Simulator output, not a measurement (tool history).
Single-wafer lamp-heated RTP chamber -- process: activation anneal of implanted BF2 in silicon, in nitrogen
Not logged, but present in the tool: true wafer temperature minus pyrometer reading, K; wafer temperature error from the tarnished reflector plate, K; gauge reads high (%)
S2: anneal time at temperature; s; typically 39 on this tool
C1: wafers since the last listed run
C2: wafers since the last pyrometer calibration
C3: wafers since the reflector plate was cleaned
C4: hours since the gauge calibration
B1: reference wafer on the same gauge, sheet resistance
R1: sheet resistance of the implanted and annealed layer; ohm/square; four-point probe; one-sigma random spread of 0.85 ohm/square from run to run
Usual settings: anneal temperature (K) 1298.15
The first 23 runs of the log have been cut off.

-- hour=572.5 pyrometer window cleaned and pyrometer calibrated
run 24 hour=584.1 | anneal_temperature_(K)=1290.15 S2=26 | C1=407 C2=204 C3=5191 C4=120.7 | B1=136.92 | R1=193.50
run 25 hour=601.6 | anneal_temperature_(K)=1298.15 S2=62 | C1=307 C2=511 C3=5499 C4=138.2 | B1=136.92 | R1=161.91
run 26 hour=625.9 | anneal_temperature_(K)=1270.15 S2=27 | C1=426 C2=938 C3=5926 C4=162.5 | B1=137.08 | R1=224.35
run 27 hour=658.3 | anneal_temperature_(K)=1315.15 S2=51 | C1=569 C2=1507 C3=6495 C4=194.9 | B1=137.25 | R1=151.31
run 28 hour=683.4 | anneal_temperature_(K)=1328.15 S2=45 | C1=440 C2=1948 C3=6936 C4=220.0 | B1=136.94 | R1=145.91
run 29 hour=709.1 | anneal_temperature_(K)=1298.15 S2=39 | C1=451 C2=2400 C3=7387 C4=245.7 | B1=136.95 | R1=171.79
run 30 hour=743.2 | anneal_temperature_(K)=1275.15 S2=54 | C1=599 C2=2999 C3=7986 C4=279.8 | B1=137.01 | R1=188.40
run 31 hour=759.8 | anneal_temperature_(K)=1290.15 S2=33 | C1=291 C2=3290 C3=8278 C4=296.4 | B1=137.02 | R1=182.49
run 32 hour=774.4 | anneal_temperature_(K)=1284.15 S2=39 | C1=256 C2=3547 C3=8534 C4=311.0 | B1=137.13 | R1=186.73
-- hour=797.5 pyrometer window cleaned and pyrometer calibrated
run 33 hour=807.2 | anneal_temperature_(K)=1283.15 S2=33 | C1=435 C2=170 C3=8970 C4=343.8 | B1=136.85 | R1=194.08
run 34 hour=822.6 | anneal_temperature_(K)=1288.15 S2=39 | C1=270 C2=441 C3=9241 C4=359.2 | B1=136.93 | R1=180.11
run 35 hour=839.4 | anneal_temperature_(K)=1309.15 S2=19 | C1=295 C2=736 C3=9536 C4=376.0 | B1=137.11 | R1=183.60
run 36 hour=874.2 | anneal_temperature_(K)=1322.15 S2=50 | C1=611 C2=1347 C3=10147 C4=410.8 | B1=136.72 | R1=147.78

Here are 5 independent what-if runs from the current tool condition. What would each one return?
run A hour=874.6 | anneal_temperature_(K)=1298.15 S2=39 | C1=7 C2=1354 C3=10154 C4=411.2 | B1=? | R1=?
run B hour=874.6 | anneal_temperature_(K)=1286.15 S2=48 | C1=7 C2=1354 C3=10154 C4=411.2 | B1=? | R1=?
run C hour=874.6 | anneal_temperature_(K)=1278.15 S2=46 | C1=7 C2=1354 C3=10154 C4=411.2 | B1=? | R1=?
run D hour=874.6 | anneal_temperature_(K)=1268.15 S2=56 | C1=7 C2=1354 C3=10154 C4=411.2 | B1=? | R1=?
run E hour=874.6 | anneal_temperature_(K)=1323.15 S2=48 | C1=7 C2=1354 C3=10154 C4=411.2 | B1=? | R1=?

run=A B1=136.83 R1=170.00
run=B B1=136.83 R1=176.71
run=C B1=136.83 R1=188.79
run=D B1=136.83 R1=197.33
run=E B1=136.83 R1=148.50
Without the tool's hidden state the same runs would have given:
run=A R1=170.00
run=B R1=176.71
run=C R1=188.79
run=D R1=197.33
run=E R1=148.50
